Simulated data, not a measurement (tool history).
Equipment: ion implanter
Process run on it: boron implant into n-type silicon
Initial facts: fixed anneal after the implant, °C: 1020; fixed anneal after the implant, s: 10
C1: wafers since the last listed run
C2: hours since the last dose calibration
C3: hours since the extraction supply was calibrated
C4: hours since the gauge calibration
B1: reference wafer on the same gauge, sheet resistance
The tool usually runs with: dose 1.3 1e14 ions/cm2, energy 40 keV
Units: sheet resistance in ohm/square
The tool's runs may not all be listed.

{"run": 1, "hour": 0.0, "dose": 1.3, "energy": 40, "C1": 0, "C2": 357.8, "C3": 2888.9, "C4": 749, "B1": 642.13, "sheet resistance": 612.75}
{"run": 2, "hour": 60.9, "dose": 1.3, "energy": 40, "C1": 1000, "C2": 418.7, "C3": 2949.8, "C4": 809.9, "B1": 641.8, "sheet resistance": 614.98}
{"run": 3, "hour": 298.4, "dose": 1.3, "energy": 40, "C1": 3903, "C2": 656.2, "C3": 3187.3, "C4": 1047.4, "B1": 642, "sheet resistance": 612.49}
{"run": 4, "hour": 390.8, "dose": 0.99, "energy": 40, "C1": 1518, "C2": 748.6, "C3": 3279.7, "C4": 1139.8, "B1": 642.2, "sheet resistance": 741.08}
{"run": 5, "hour": 431.8, "dose": 0.99, "energy": 40, "C1": 673, "C2": 789.6, "C3": 3320.7, "C4": 1180.8, "B1": 642.43, "sheet resistance": 744.19}
{"run": 6, "hour": 520.4, "dose": 0.99, "energy": 40, "C1": 1456, "C2": 878.2, "C3": 3409.3, "C4": 1269.4, "B1": 642.55, "sheet resistance": 741}
{"run": 7, "hour": 623.7, "dose": 1.07, "energy": 47, "C1": 1697, "C2": 981.5, "C3": 3512.6, "C4": 1372.7, "B1": 641.8, "sheet resistance": 684.3}
{"run": 8, "hour": 676.3, "dose": 1.3, "energy": 40, "C1": 864, "C2": 1034.1, "C3": 3565.2, "C4": 1425.3, "B1": 642.77, "sheet resistance": 611.56}
{"run": 9, "hour": 727.5, "dose": 1.3, "energy": 40, "C1": 841, "C2": 1085.3, "C3": 3616.4, "C4": 1476.5, "B1": 642.46, "sheet resistance": 613.21}
{"run": 10, "hour": 772.8, "dose": 1.3, "energy": 40, "C1": 744, "C2": 1130.6, "C3": 3661.7, "C4": 1521.8, "B1": 641.85, "sheet resistance": 612.67}
{"hour": 781.6, "done": "Faraday cup replaced and dose calibrated"}
{"run": 11, "hour": 878.9, "dose": 1.3, "energy": 40, "C1": 1612, "C2": 97.3, "C3": 3767.8, "C4": 1627.9, "B1": 641.74, "sheet resistance": 614.19}
{"run": 12, "hour": 985.6, "dose": 1.3, "energy": 40, "C1": 1753, "C2": 204, "C3": 3874.5, "C4": 1734.6, "B1": 641.8, "sheet resistance": 616.27}
{"run": 13, "hour": 1046.4, "dose": 1.3, "energy": 40, "C1": 999, "C2": 264.8, "C3": 3935.3, "C4": 1795.4, "B1": 641.58, "sheet resistance": 610.49}
{"hour": 1140.3, "done": "gauge calibrated"}
{"run": 14, "hour": 1354.7, "dose": 1.3, "energy": 48.5, "C1": 5066, "C2": 573.1, "C3": 4243.6, "C4": 214.4, "B1": 641.71, "sheet resistance": 597.46}
{"run": 15, "hour": 1437.0, "dose": 1.3, "energy": 52.5, "C1": 1352, "C2": 655.4, "C3": 4325.9, "C4": 296.7, "B1": 642.48, "sheet resistance": 583.3}
{"run": 16, "hour": 1533.3, "dose": 0.97, "energy": 34, "C1": 1582, "C2": 751.7, "C3": 4422.2, "C4": 393, "B1": 642.31, "sheet resistance": 772.86}
{"run": 17, "hour": 1572.9, "dose": 0.95, "energy": 30, "C1": 650, "C2": 791.3, "C3": 4461.8, "C4": 432.6, "B1": 642.5, "sheet resistance": 813.82}
{"run": 18, "hour": 1645.2, "dose": 1.3, "energy": 40, "C1": 1188, "C2": 863.6, "C3": 4534.1, "C4": 504.9, "B1": 641.27, "sheet resistance": 609.19}
{"run": 19, "hour": 1742.0, "dose": 1.49, "energy": 45, "C1": 1590, "C2": 960.4, "C3": 4630.9, "C4": 601.7, "B1": 641.83, "sheet resistance": 540.67}
{"hour": 1751.5, "done": "extraction supply calibrated"}
{"run": 20, "hour": 1810.1, "dose": 1.61, "energy": 40, "C1": 987, "C2": 1028.5, "C3": 58.6, "C4": 669.8, "B1": 642.08, "sheet resistance": 523.36}
{"run": 21, "hour": 1858.1, "dose": 1.5, "energy": 45, "C1": 788, "C2": 1076.5, "C3": 106.6, "C4": 717.8, "B1": 642.27, "sheet resistance": 544.89}
{"hour": 1879.8, "done": "Faraday cup replaced and dose calibrated"}
{"run": 22, "hour": 1934.7, "dose": 1.3, "energy": 40, "C1": 1127, "C2": 54.9, "C3": 183.2, "C4": 794.4, "B1": 642.36, "sheet resistance": 613.63}
{"run": 23, "hour": 1997.8, "dose": 1.41, "energy": 51, "C1": 1036, "C2": 118, "C3": 246.3, "C4": 857.5, "B1": 642.34, "sheet resistance": 555.11}
{"run": 24, "hour": 2098.6, "dose": 1.3, "energy": 40, "C1": 1656, "C2": 218.8, "C3": 347.1, "C4": 958.3, "B1": 641.2, "sheet resistance": 613.48}
{"run": 25, "hour": 2172.6, "dose": 1.61, "energy": 51, "C1": 1216, "C2": 292.8, "C3": 421.1, "C4": 1032.3, "B1": 642.12, "sheet resistance": 504.67}
{"run": 26, "hour": 2242.1, "dose": 1.3, "energy": 40, "C1": 1142, "C2": 362.3, "C3": 490.6, "C4": 1101.8, "B1": 641.87, "sheet resistance": 609.46}
{"run": 27, "hour": 2287.4, "dose": 1.57, "energy": 50, "C1": 744, "C2": 407.6, "C3": 535.9, "C4": 1147.1, "B1": 642.24, "sheet resistance": 514.51}
{"run": 28, "hour": 2380.7, "dose": 0.93, "energy": 50, "C1": 1533, "C2": 500.9, "C3": 629.2, "C4": 1240.4, "B1": 642.21, "sheet resistance": 750.2}

Predict each of these 4 candidate next runs independently; none follows another, all start after run 28:
{"run": "A", "hour": 2381.1, "dose": 1.3, "energy": 49.5, "C1": 6, "C2": 501.3, "C3": 629.6, "C4": 1240.8, "B1": "?", "sheet resistance": "?"}
{"run": "B", "hour": 2381.1, "dose": 1.3, "energy": 50, "C1": 6, "C2": 501.3, "C3": 629.6, "C4": 1240.8, "B1": "?", "sheet resistance": "?"}
{"run": "C", "hour": 2381.1, "dose": 1.15, "energy": 40, "C1": 6, "C2": 501.3, "C3": 629.6, "C4": 1240.8, "B1": "?", "sheet resistance": "?"}
{"run": "D", "hour": 2381.1, "dose": 0.94, "energy": 31.5, "C1": 6, "C2": 501.3, "C3": 629.6, "C4": 1240.8, "B1": "?", "sheet resistance": "?"}

run=A B1=642.11 sheet_resistance=592.22
run=B B1=642.11 sheet_resistance=591.18
run=C B1=642.11 sheet_resistance=671.24
run=D B1=642.11 sheet_resistance=811.55
With the hidden condition removed and each run's random variation left untouched, the same runs would have given:
run=A sheet_resistance=592.22
run=B sheet_resistance=591.18
run=C sheet_resistance=671.24
run=D sheet_resistance=811.55
